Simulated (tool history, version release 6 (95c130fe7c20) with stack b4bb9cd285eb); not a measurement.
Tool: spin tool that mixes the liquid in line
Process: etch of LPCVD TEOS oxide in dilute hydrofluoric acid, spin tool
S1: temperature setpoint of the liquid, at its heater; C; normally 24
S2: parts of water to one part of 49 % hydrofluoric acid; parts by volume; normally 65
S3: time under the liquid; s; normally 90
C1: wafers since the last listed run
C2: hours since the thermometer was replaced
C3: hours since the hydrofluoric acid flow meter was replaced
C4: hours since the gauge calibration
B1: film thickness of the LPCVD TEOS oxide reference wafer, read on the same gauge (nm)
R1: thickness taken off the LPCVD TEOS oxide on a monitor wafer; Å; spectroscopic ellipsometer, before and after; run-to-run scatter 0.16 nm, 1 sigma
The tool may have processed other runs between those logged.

run    hour    S1  S2   S3    C1      C2      C3      C4     B1     R1
  1       0    24  65   90     0     798  1389.9   871.8  96.54  307.1
  2    96.4    24  65   90   640   894.4  1486.3   968.2  96.12  308.6
  3   181.8    24  65   90   567   979.8  1571.7  1053.6  95.76  305.6
  4   219.1    24  65  120   247  1017.1    1609  1090.9  95.64    408
  5   307.5    24  65   90   587  1105.5  1697.4  1179.3  95.28  304.9
  6   347.4    24  85   90   265  1145.4  1737.3  1219.2  95.14  226.9
      408.6  -- gauge calibrated
  7   454.8    24  85   90   713  1252.8  1844.7    46.2  99.53  235.9
      473.9  -- hydrofluoric acid flow meter replaced
  8   552.1    24  55  120   640  1350.1    78.2   143.5  99.14  508.5
  9   729.7    24  50   90  1180  1527.7   255.8   321.1  98.44  417.9
 10   832.3  25.5  45  125   682  1630.3   358.4   423.7  97.99  689.3
      920.3  -- thermometer replaced
 11  1060.3    24  90  140  1508     140   586.4   651.7  97.12    340
 12  1131.5    27  95   90   473   211.2   657.6   722.9  96.83  229.3
 13  1223.1    24  65   90   608   302.8   749.2   814.5  96.48  309.4
 14  1294.8  26.5  65   45   476   374.5   820.9   886.2  96.11    170

What differs in the tool's unlogged condition from the final listed run ahead of each entry between runs to the first listed run following it?
From run 6 to run 7: gauge calibrated (hour 408.6)
  gauge reads high (%): -4.88 -> -0.487
  measured minus no-state result, R1: -11.6 -> -1.2 Å
From run 7 to run 8: hydrofluoric acid flow meter replaced (hour 473.9)
  gauge reads high (%): -0.487 -> -0.876
  measured minus no-state result, R1: -1.2 -> -4.5 Å
From run 10 to run 11: thermometer replaced (hour 920.3)
  gauge reads high (%): -2 -> -2.91
  measured minus no-state result, R1: -14 -> -10.2 Å
